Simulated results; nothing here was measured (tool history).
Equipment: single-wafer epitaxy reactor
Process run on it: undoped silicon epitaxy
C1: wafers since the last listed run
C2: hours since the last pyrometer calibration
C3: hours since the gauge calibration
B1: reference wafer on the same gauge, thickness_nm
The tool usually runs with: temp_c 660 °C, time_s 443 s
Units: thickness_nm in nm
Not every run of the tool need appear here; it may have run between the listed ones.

{"run": 1, "day": 0.0, "temp_c": 660, "time_s": 443, "C1": 0, "C2": 22.6, "C3": 910.5, "B1": 116.962, "thickness_nm": 98.966}
{"run": 2, "day": 3.475, "temp_c": 660, "time_s": 443, "C1": 471, "C2": 106, "C3": 993.9, "B1": 116.962, "thickness_nm": 99.329}
{"run": 3, "day": 7.512, "temp_c": 660, "time_s": 443, "C1": 548, "C2": 202.9, "C3": 1090.8, "B1": 117.076, "thickness_nm": 99.606}
{"run": 4, "day": 10.579, "temp_c": 660, "time_s": 443, "C1": 416, "C2": 276.5, "C3": 1164.4, "B1": 116.974, "thickness_nm": 100.728}
{"run": 5, "day": 13.917, "temp_c": 660, "time_s": 386, "C1": 453, "C2": 356.6, "C3": 1244.5, "B1": 116.954, "thickness_nm": 89.101}
{"run": 6, "day": 16.596, "temp_c": 660, "time_s": 443, "C1": 363, "C2": 420.9, "C3": 1308.8, "B1": 117.142, "thickness_nm": 101.091}
{"run": 7, "day": 26.771, "temp_c": 651, "time_s": 443, "C1": 1381, "C2": 665.1, "C3": 1553, "B1": 116.94, "thickness_nm": 87.07}
{"run": 8, "day": 29.912, "temp_c": 651, "time_s": 443, "C1": 426, "C2": 740.5, "C3": 1628.4, "B1": 117.071, "thickness_nm": 86.292}
{"run": 9, "day": 37.854, "temp_c": 651, "time_s": 443, "C1": 1078, "C2": 931.1, "C3": 1819, "B1": 116.938, "thickness_nm": 86.678}
{"run": 10, "day": 39.367, "temp_c": 660, "time_s": 419, "C1": 205, "C2": 967.4, "C3": 1855.3, "B1": 117.086, "thickness_nm": 97.148}
{"run": 11, "day": 41.483, "temp_c": 666, "time_s": 443, "C1": 287, "C2": 1018.2, "C3": 1906.1, "B1": 117.038, "thickness_nm": 114.769}
{"day": 41.662, "done": "gauge calibrated"}
{"run": 12, "day": 44.862, "temp_c": 660, "time_s": 443, "C1": 458, "C2": 1099.3, "C3": 76.8, "B1": 117.045, "thickness_nm": 103.022}
{"run": 13, "day": 46.946, "temp_c": 660, "time_s": 476, "C1": 282, "C2": 1149.3, "C3": 126.8, "B1": 117.02, "thickness_nm": 110.064}
{"run": 14, "day": 49.367, "temp_c": 652, "time_s": 443, "C1": 328, "C2": 1207.4, "C3": 184.9, "B1": 117.085, "thickness_nm": 88.22}
{"day": 50.488, "done": "pyrometer calibrated"}
{"run": 15, "day": 51.054, "temp_c": 652, "time_s": 443, "C1": 183, "C2": 13.6, "C3": 225.4, "B1": 117.07, "thickness_nm": 77.393}
{"run": 16, "day": 53.833, "temp_c": 660, "time_s": 380, "C1": 377, "C2": 80.3, "C3": 292.1, "B1": 116.956, "thickness_nm": 78.409}
{"run": 17, "day": 58.262, "temp_c": 660, "time_s": 465, "C1": 601, "C2": 186.6, "C3": 398.4, "B1": 117.08, "thickness_nm": 96.261}
{"run": 18, "day": 61.446, "temp_c": 660, "time_s": 443, "C1": 432, "C2": 263, "C3": 474.8, "B1": 116.976, "thickness_nm": 92.652}
{"run": 19, "day": 62.979, "temp_c": 650, "time_s": 486, "C1": 208, "C2": 299.8, "C3": 511.6, "B1": 117.054, "thickness_nm": 84.112}
{"day": 63.8, "done": "pyrometer calibrated, repeated, since the last time left the tool worse"}
{"run": 20, "day": 64.817, "temp_c": 647, "time_s": 443, "C1": 204, "C2": 24.4, "C3": 555.7, "B1": 116.91, "thickness_nm": 77.905}
{"run": 21, "day": 67.429, "temp_c": 647, "time_s": 411, "C1": 354, "C2": 87.1, "C3": 618.4, "B1": 116.924, "thickness_nm": 72.577}
{"run": 22, "day": 69.146, "temp_c": 660, "time_s": 366, "C1": 233, "C2": 128.3, "C3": 659.6, "B1": 117.025, "thickness_nm": 83.408}
{"run": 23, "day": 72.921, "temp_c": 660, "time_s": 487, "C1": 512, "C2": 218.9, "C3": 750.2, "B1": 116.972, "thickness_nm": 112.216}
{"run": 24, "day": 77.196, "temp_c": 668, "time_s": 526, "C1": 580, "C2": 321.5, "C3": 852.8, "B1": 117.044, "thickness_nm": 141.161}
{"run": 25, "day": 79.65, "temp_c": 660, "time_s": 443, "C1": 333, "C2": 380.4, "C3": 911.7, "B1": 116.949, "thickness_nm": 102.245}
{"run": 26, "day": 83.238, "temp_c": 664, "time_s": 492, "C1": 487, "C2": 466.5, "C3": 997.8, "B1": 117.017, "thickness_nm": 121.923}
{"run": 27, "day": 85.95, "temp_c": 647, "time_s": 509, "C1": 368, "C2": 531.6, "C3": 1062.9, "B1": 116.945, "thickness_nm": 92.381}
{"run": 28, "day": 89.917, "temp_c": 660, "time_s": 443, "C1": 538, "C2": 626.8, "C3": 1158.1, "B1": 117.05, "thickness_nm": 103.28}
{"run": 29, "day": 92.262, "temp_c": 649, "time_s": 443, "C1": 318, "C2": 683.1, "C3": 1214.4, "B1": 116.946, "thickness_nm": 83.482}
{"run": 30, "day": 94.971, "temp_c": 660, "time_s": 481, "C1": 367, "C2": 748.1, "C3": 1279.4, "B1": 117.051, "thickness_nm": 111.894}
{"run": 31, "day": 99.204, "temp_c": 660, "time_s": 358, "C1": 574, "C2": 849.7, "C3": 1381, "B1": 117.02, "thickness_nm": 84.132}
{"run": 32, "day": 101.462, "temp_c": 674, "time_s": 519, "C1": 306, "C2": 903.9, "C3": 1435.2, "B1": 116.882, "thickness_nm": 157.069}

Forecast each of these 5 alternatives for the next run:
{"run": "A", "day": 101.483, "temp_c": 648, "time_s": 443, "C1": 2, "C2": 904.4, "C3": 1435.7, "B1": "?", "thickness_nm": "?"}
{"run": "B", "day": 101.483, "temp_c": 648, "time_s": 414, "C1": 2, "C2": 904.4, "C3": 1435.7, "B1": "?", "thickness_nm": "?"}
{"run": "C", "day": 101.483, "temp_c": 654, "time_s": 529, "C1": 2, "C2": 904.4, "C3": 1435.7, "B1": "?", "thickness_nm": "?"}
{"run": "D", "day": 101.483, "temp_c": 674, "time_s": 443, "C1": 2, "C2": 904.4, "C3": 1435.7, "B1": "?", "thickness_nm": "?"}
{"run": "E", "day": 101.483, "temp_c": 646, "time_s": 400, "C1": 2, "C2": 904.4, "C3": 1435.7, "B1": "?", "thickness_nm": "?"}

run=A B1=116.998 thickness_nm=83.074
run=B B1=116.998 thickness_nm=77.636
run=C B1=116.998 thickness_nm=111.167
run=D B1=116.998 thickness_nm=134.84
run=E B1=116.998 thickness_nm=72.195
What these runs would have given with no unlogged condition in the tool:
run=A thickness_nm=78.534
run=B thickness_nm=73.393
run=C thickness_nm=105.16
run=D thickness_nm=127.814
run=E thickness_nm=68.235
